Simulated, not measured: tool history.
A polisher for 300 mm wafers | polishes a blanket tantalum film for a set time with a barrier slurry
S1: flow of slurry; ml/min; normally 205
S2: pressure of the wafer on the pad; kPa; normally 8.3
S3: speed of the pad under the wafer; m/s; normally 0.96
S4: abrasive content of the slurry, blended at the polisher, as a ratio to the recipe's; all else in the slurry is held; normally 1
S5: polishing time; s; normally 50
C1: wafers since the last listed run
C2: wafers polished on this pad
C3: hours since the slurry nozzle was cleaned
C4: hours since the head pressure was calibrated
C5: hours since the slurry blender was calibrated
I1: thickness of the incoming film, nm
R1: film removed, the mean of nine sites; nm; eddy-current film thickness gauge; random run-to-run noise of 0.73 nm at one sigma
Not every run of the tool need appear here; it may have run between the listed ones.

run 1 hour=0 | S1=205 S2=8.3 S3=0.96 S4=0.85 S5=50 | C1=0 C2=6322 C3=462.9 C4=380.8 C5=601.9 | I1=289 | R1=49.4
run 2 hour=82.1 | S1=205 S2=8.3 S3=0.96 S4=1 S5=50 | C1=1251 C2=7573 C3=545 C4=462.9 C5=684 | I1=290.4 | R1=53
-- hour=143.1 slurry blender recalibrated
run 3 hour=189.1 | S1=205 S2=8.3 S3=0.96 S4=1 S5=50 | C1=1600 C2=9173 C3=652 C4=569.9 C5=46 | I1=292.4 | R1=52.1
run 4 hour=295.8 | S1=205 S2=8.3 S3=0.96 S4=1 S5=50 | C1=1626 C2=10800 C3=758.7 C4=676.6 C5=152.7 | I1=287.3 | R1=52.9
-- hour=348.3 worn pad replaced by a new one
-- hour=360.8 head pressure recalibrated
run 5 hour=364.9 | S1=205 S2=8.3 S3=0.96 S4=1 S5=50 | C1=961 C2=222 C3=827.8 C4=4.1 C5=221.8 | I1=293.2 | R1=52.1
run 6 hour=468.1 | S1=205 S2=8.3 S3=0.96 S4=1 S5=50 | C1=1573 C2=1795 C3=931 C4=107.3 C5=325 | I1=290.1 | R1=50
run 7 hour=507.1 | S1=205 S2=8.3 S3=0.96 S4=1 S5=50 | C1=594 C2=2390 C3=970 C4=146.3 C5=364 | I1=291.2 | R1=50.6
-- hour=525.6 slurry nozzle cleaned
run 8 hour=604.6 | S1=205 S2=8.3 S3=0.7 S4=1 S5=50 | C1=1470 C2=3860 C3=79 C4=243.8 C5=461.5 | I1=292.7 | R1=34.9
run 9 hour=708.6 | S1=205 S2=8.3 S3=0.7 S4=1 S5=50 | C1=1585 C2=5446 C3=183 C4=347.8 C5=565.5 | I1=287.4 | R1=35.2
run 10 hour=795 | S1=205 S2=8.3 S3=0.7 S4=1 S5=50 | C1=1316 C2=6763 C3=269.4 C4=434.2 C5=651.9 | I1=292.4 | R1=34.9
run 11 hour=907.3 | S1=260 S2=8.3 S3=0.96 S4=1 S5=50 | C1=1711 C2=8474 C3=381.7 C4=546.5 C5=764.2 | I1=286.6 | R1=49.8
-- hour=958.3 slurry blender recalibrated
run 12 hour=969.6 | S1=145 S2=8.3 S3=1.2 S4=0.85 S5=50 | C1=919 C2=9393 C3=444 C4=608.8 C5=11.3 | I1=290.1 | R1=48.2
-- hour=1020.2 slurry nozzle cleaned, repeated, since the last time left the tool worse
run 13 hour=1056.1 | S1=205 S2=8.3 S3=0.96 S4=0.85 S5=50 | C1=1303 C2=10697 C3=35.9 C4=695.3 C5=97.8 | I1=289.6 | R1=48.8
run 14 hour=1146.7 | S1=205 S2=8.3 S3=0.96 S4=0.85 S5=50 | C1=1380 C2=12078 C3=126.5 C4=785.9 C5=188.4 | I1=284.2 | R1=51.1
-- hour=1150.4 head pressure recalibrated
-- hour=1153.4 worn pad replaced by a new one
run 15 hour=1239.7 | S1=240 S2=7.6 S3=0.84 S4=1 S5=50 | C1=1341 C2=1315 C3=219.5 C4=89.3 C5=281.4 | I1=293.4 | R1=45.6
run 16 hour=1338.9 | S1=250 S2=11 S3=0.64 S4=1 S5=50 | C1=1512 C2=2827 C3=318.7 C4=188.5 C5=380.6 | I1=288.2 | R1=49.7
run 17 hour=1439.2 | S1=145 S2=8.3 S3=0.96 S4=1 S5=50 | C1=1528 C2=4356 C3=419 C4=288.8 C5=480.9 | I1=289.3 | R1=50.8
run 18 hour=1497.2 | S1=260 S2=8.3 S3=0.96 S4=1 S5=50 | C1=884 C2=5240 C3=477 C4=346.8 C5=538.9 | I1=291.9 | R1=55.7
run 19 hour=1578.6 | S1=205 S2=6.2 S3=1.06 S4=0.85 S5=55 | C1=1240 C2=6481 C3=558.4 C4=428.2 C5=620.3 | I1=291.6 | R1=45.1
run 20 hour=1644.3 | S1=205 S2=8.3 S3=0.64 S4=1 S5=34 | C1=1001 C2=7482 C3=624.1 C4=493.9 C5=686 | I1=293.4 | R1=24.3
-- hour=1662.4 slurry blender recalibrated
run 21 hour=1725.3 | S1=205 S2=8.3 S3=0.86 S4=1.1 S5=32 | C1=1204 C2=8686 C3=705.1 C4=574.9 C5=62.9 | I1=289.3 | R1=32.1
run 22 hour=1792.4 | S1=205 S2=6.9 S3=0.68 S4=1 S5=33 | C1=1022 C2=9709 C3=772.2 C4=642 C5=130 | I1=287.6 | R1=20.6
run 23 hour=1837.5 | S1=155 S2=5.5 S3=0.96 S4=1 S5=35 | C1=687 C2=10397 C3=817.3 C4=687.1 C5=175.1 | I1=285.3 | R1=23.2
-- hour=1875 slurry nozzle cleaned
run 24 hour=1925.1 | S1=205 S2=11 S3=1.24 S4=1 S5=50 | C1=1319 C2=11717 C3=50.1 C4=774.7 C5=262.7 | I1=283.9 | R1=93.6
-- hour=1956.6 head pressure recalibrated
-- hour=1966 worn pad replaced by a new one
run 25 hour=2237.1 | S1=205 S2=8.3 S3=0.96 S4=1 S5=50 | C1=4664 C2=4131 C3=362.1 C4=280.5 C5=574.7 | I1=291.6 | R1=52.9
run 26 hour=2330.7 | S1=205 S2=8.3 S3=0.96 S4=1 S5=50 | C1=1426 C2=5558 C3=455.7 C4=374.1 C5=668.3 | I1=288.5 | R1=54.2
-- hour=2360.3 slurry blender recalibrated
run 27 hour=2422.1 | S1=170 S2=8.3 S3=0.96 S4=1 S5=50 | C1=1362 C2=6921 C3=547.1 C4=465.5 C5=61.8 | I1=292.1 | R1=51
run 28 hour=2543.4 | S1=205 S2=8.3 S3=0.96 S4=1 S5=50 | C1=1848 C2=8770 C3=668.4 C4=586.8 C5=183.1 | I1=290.3 | R1=52.8
run 29 hour=2579.4 | S1=185 S2=7.6 S3=1.2 S4=1 S5=50 | C1=548 C2=9318 C3=704.4 C4=622.8 C5=219.1 | I1=286.3 | R1=58.7
-- hour=2596.1 head pressure recalibrated
run 30 hour=2626.1 | S1=205 S2=8.3 S3=0.86 S4=1 S5=50 | C1=681 C2=10000 C3=751.1 C4=30 C5=265.8 | I1=286.4 | R1=46.7
run 31 hour=2719.6 | S1=205 S2=8.3 S3=0.96 S4=1 S5=57 | C1=1425 C2=11425 C3=844.6 C4=123.5 C5=359.3 | I1=292.5 | R1=60.6

Run-by-run hidden state of the tool:
removal rate lost through wear of the pad, %: 0 in every run
deviation of the head's pressure from its setpoint, %: 0 in every run
abrasive missing from the slurry, %: 0 in every run
H1: slurry flow missing at the pad, %
run=1 H1=9.74
run=2 H1=12.1
run=3 H1=15.8
run=4 H1=20.1
run=5 H1=23.2
run=6 H1=28.4
run=7 H1=30.5
run=8 H1=45.3
run=9 H1=46.1
run=10 H1=47.2
run=11 H1=49.3
run=12 H1=50.7
run=13 H1=0.75
run=14 H1=1.17
run=15 H1=2.09
run=16 H1=3.61
run=17 H1=5.73
run=18 H1=7.21
run=19 H1=9.62
run=20 H1=11.8
run=21 H1=14.9
run=22 H1=17.7
run=23 H1=19.8
run=24 H1=1.27
run=25 H1=4.94
run=26 H1=7.13
run=27 H1=9.75
run=28 H1=14
run=29 H1=15.4
run=30 H1=17.3
run=31 H1=21.6
